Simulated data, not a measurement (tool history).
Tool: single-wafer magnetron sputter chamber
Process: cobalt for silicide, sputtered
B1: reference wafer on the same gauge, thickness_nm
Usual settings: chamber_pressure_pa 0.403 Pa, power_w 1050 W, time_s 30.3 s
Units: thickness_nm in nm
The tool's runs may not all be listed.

run 1 day=0.000 | chamber_pressure_pa=0.527 power_w=1050 time_s=30.3 | B1=13.203 | thickness_nm=14.557
-- day=2.112 sputter target and shields replaced
run 2 day=2.375 | chamber_pressure_pa=0.403 power_w=1050 time_s=26.4 | B1=13.198 | thickness_nm=13.399
run 3 day=6.758 | chamber_pressure_pa=0.403 power_w=1050 time_s=26.4 | B1=13.184 | thickness_nm=13.385
run 4 day=11.046 | chamber_pressure_pa=0.403 power_w=1050 time_s=26.4 | B1=13.198 | thickness_nm=13.273
run 5 day=14.083 | chamber_pressure_pa=0.403 power_w=1050 time_s=30.3 | B1=13.193 | thickness_nm=15.124
run 6 day=16.896 | chamber_pressure_pa=0.403 power_w=1050 time_s=30.3 | B1=13.204 | thickness_nm=15.139
-- day=19.121 sputter target and shields replaced
run 7 day=19.779 | chamber_pressure_pa=0.403 power_w=1050 time_s=30.3 | B1=13.209 | thickness_nm=15.348
run 8 day=23.142 | chamber_pressure_pa=0.475 power_w=1050 time_s=25.6 | B1=13.191 | thickness_nm=12.774
run 9 day=26.200 | chamber_pressure_pa=0.475 power_w=1050 time_s=25.6 | B1=13.199 | thickness_nm=12.599
run 10 day=28.562 | chamber_pressure_pa=0.475 power_w=1050 time_s=25.6 | B1=13.202 | thickness_nm=12.656
run 11 day=32.879 | chamber_pressure_pa=0.403 power_w=1050 time_s=30.3 | B1=13.209 | thickness_nm=15.090
-- day=35.396 gauge calibrated
-- day=36.558 sputter target and shields replaced
run 12 day=36.804 | chamber_pressure_pa=0.403 power_w=1050 time_s=30.3 | B1=13.200 | thickness_nm=15.293
run 13 day=39.983 | chamber_pressure_pa=0.403 power_w=900 time_s=30.3 | B1=13.210 | thickness_nm=13.179
run 14 day=43.046 | chamber_pressure_pa=0.403 power_w=900 time_s=30.3 | B1=13.202 | thickness_nm=12.993
-- day=45.779 magnet pack replaced
run 15 day=46.917 | chamber_pressure_pa=0.335 power_w=1250 time_s=26.2 | B1=13.204 | thickness_nm=15.919
run 16 day=49.112 | chamber_pressure_pa=0.320 power_w=1050 time_s=30.3 | B1=13.199 | thickness_nm=15.409
run 17 day=50.738 | chamber_pressure_pa=0.463 power_w=1050 time_s=28.2 | B1=13.206 | thickness_nm=13.905
-- day=55.108 sputter target and shields replaced
run 18 day=55.129 | chamber_pressure_pa=0.403 power_w=950 time_s=35.4 | B1=13.190 | thickness_nm=16.330
run 19 day=58.725 | chamber_pressure_pa=0.487 power_w=950 time_s=24.3 | B1=13.200 | thickness_nm=10.910
run 20 day=60.767 | chamber_pressure_pa=0.403 power_w=1050 time_s=30.3 | B1=13.194 | thickness_nm=15.342
-- day=62.379 capacitance manometer re-zeroed and calibrated
run 21 day=64.767 | chamber_pressure_pa=0.461 power_w=1050 time_s=34.9 | B1=13.210 | thickness_nm=17.429
run 22 day=68.271 | chamber_pressure_pa=0.403 power_w=1300 time_s=30.3 | B1=13.193 | thickness_nm=18.783
-- day=69.321 sputter target and shields replaced
run 23 day=72.579 | chamber_pressure_pa=0.336 power_w=1050 time_s=30.3 | B1=13.189 | thickness_nm=15.522
run 24 day=74.442 | chamber_pressure_pa=0.403 power_w=1050 time_s=30.3 | B1=13.207 | thickness_nm=15.372
run 25 day=76.167 | chamber_pressure_pa=0.355 power_w=1250 time_s=33.4 | B1=13.193 | thickness_nm=20.283

Forecast run 26:
run 26 day=78.058 | chamber_pressure_pa=0.302 power_w=1150 time_s=31.9 | B1=? | thickness_nm=?

{"run 26": {"B1": 13.202, "thickness_nm": 17.961}}
Without the tool's hidden state the same run would have given thickness_nm 18.068 nm.

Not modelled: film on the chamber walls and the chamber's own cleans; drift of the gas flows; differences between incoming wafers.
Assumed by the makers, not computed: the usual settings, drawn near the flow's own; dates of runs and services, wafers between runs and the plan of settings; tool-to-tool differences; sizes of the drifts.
